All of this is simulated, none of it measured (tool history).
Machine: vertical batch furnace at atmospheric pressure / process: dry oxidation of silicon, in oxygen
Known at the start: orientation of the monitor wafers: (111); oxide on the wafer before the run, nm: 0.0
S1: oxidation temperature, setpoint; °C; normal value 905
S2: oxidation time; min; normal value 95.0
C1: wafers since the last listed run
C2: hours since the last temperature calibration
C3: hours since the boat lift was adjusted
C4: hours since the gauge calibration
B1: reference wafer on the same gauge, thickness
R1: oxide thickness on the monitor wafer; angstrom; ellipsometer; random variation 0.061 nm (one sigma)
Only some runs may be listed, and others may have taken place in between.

Run 1, hour 0.0: usual settings; C1 0; C2 1518.5; C3 2658.9; C4 49.9; B1 48.19. Result: R1 409.1 angstrom.
Run 2, hour 13.0: usual settings; C1 150; C2 1531.5; C3 2671.9; C4 62.9; B1 48.22. Result: R1 409.2 angstrom.
Run 3, hour 29.9: usual settings; C1 195; C2 1548.4; C3 2688.8; C4 79.8; B1 48.23. Result: R1 409.6 angstrom.
Run 4, hour 115.0: usual settings but S1 914 °C; C1 984; C2 1633.5; C3 2773.9; C4 164.9; B1 48.22. Result: R1 448.3 angstrom.
Run 5, hour 132.5: usual settings but S1 914 °C; C1 202; C2 1651.0; C3 2791.4; C4 182.4; B1 48.19. Result: R1 449.2 angstrom.
Run 6, hour 162.4: usual settings but S1 914 °C; C1 345; C2 1680.9; C3 2821.3; C4 212.3; B1 48.19. Result: R1 448.5 angstrom.
Run 7, hour 181.4: usual settings but S2 112.0 min; C1 219; C2 1699.9; C3 2840.3; C4 231.3; B1 48.20. Result: R1 458.4 angstrom.
At hour 197.0: gauge calibrated.
At hour 211.0: thermocouples replaced and temperature profile calibrated.
At hour 227.6: boat lift adjusted.
Run 8, hour 228.1: usual settings but S1 892 °C, S2 79.5 min; C1 70; C2 17.1; C3 0.5; C4 31.1; B1 48.18. Result: R1 316.5 angstrom.
Run 9, hour 234.5: usual settings but S1 892 °C, S2 79.5 min; C1 74; C2 23.5; C3 6.9; C4 37.5; B1 48.21. Result: R1 315.7 angstrom.
Run 10, hour 255.9: usual settings but S2 76.5 min; C1 247; C2 44.9; C3 28.3; C4 58.9; B1 48.23. Result: R1 352.2 angstrom.
Run 11, hour 291.7: usual settings but S1 923 °C, S2 121.5 min; C1 413; C2 80.7; C3 64.1; C4 94.7; B1 48.20. Result: R1 581.3 angstrom.
Run 12, hour 306.3: usual settings; C1 168; C2 95.3; C3 78.7; C4 109.3; B1 48.17. Result: R1 410.2 angstrom.
Run 13, hour 320.0: usual settings but S2 109.0 min; C1 158; C2 109.0; C3 92.4; C4 123.0; B1 48.19. Result: R1 450.1 angstrom.
Run 14, hour 353.8: usual settings but S1 884 °C, S2 63.5 min; C1 390; C2 142.8; C3 126.2; C4 156.8; B1 48.18. Result: R1 249.9 angstrom.
Run 15, hour 383.6: usual settings but S2 127.0 min; C1 344; C2 172.6; C3 156.0; C4 186.6; B1 48.21. Result: R1 503.0 angstrom.
Run 16, hour 406.0: usual settings but S1 896 °C, S2 142.0 min; C1 259; C2 195.0; C3 178.4; C4 209.0; B1 48.18. Result: R1 495.2 angstrom.
Run 17, hour 423.9: usual settings but S1 882 °C, S2 55.5 min; C1 206; C2 212.9; C3 196.3; C4 226.9; B1 48.18. Result: R1 222.9 angstrom.
At hour 427.0: gauge calibrated.
Run 18, hour 453.0: usual settings but S2 109.0 min; C1 336; C2 242.0; C3 225.4; C4 26.0; B1 48.18. Result: R1 451.2 angstrom.

What if the next run were any one of these 4? Each begins from the tool's condition after run 18:
Run A, hour 459.5: usual settings; C1 75; C2 248.5; C3 231.9; C4 32.5; B1 ?. Result: R1 ?.
Run B, hour 459.5: usual settings but S1 885 °C, S2 114.0 min; C1 75; C2 248.5; C3 231.9; C4 32.5; B1 ?. Result: R1 ?.
Run C, hour 459.5: usual settings but S1 881 °C, S2 120.0 min; C1 75; C2 248.5; C3 231.9; C4 32.5; B1 ?. Result: R1 ?.
Run D, hour 459.5: usual settings but S2 60.0 min; C1 75; C2 248.5; C3 231.9; C4 32.5; B1 ?. Result: R1 ?.

run     B1     R1
  A  48.22  410.6
  B  48.22  379.7
  C  48.22  377.4
  D  48.22  298.5
What these runs would have given with no unlogged condition in the tool:
run     R1
  A  407.5
  B  376.8
  C  374.5
  D  296.2

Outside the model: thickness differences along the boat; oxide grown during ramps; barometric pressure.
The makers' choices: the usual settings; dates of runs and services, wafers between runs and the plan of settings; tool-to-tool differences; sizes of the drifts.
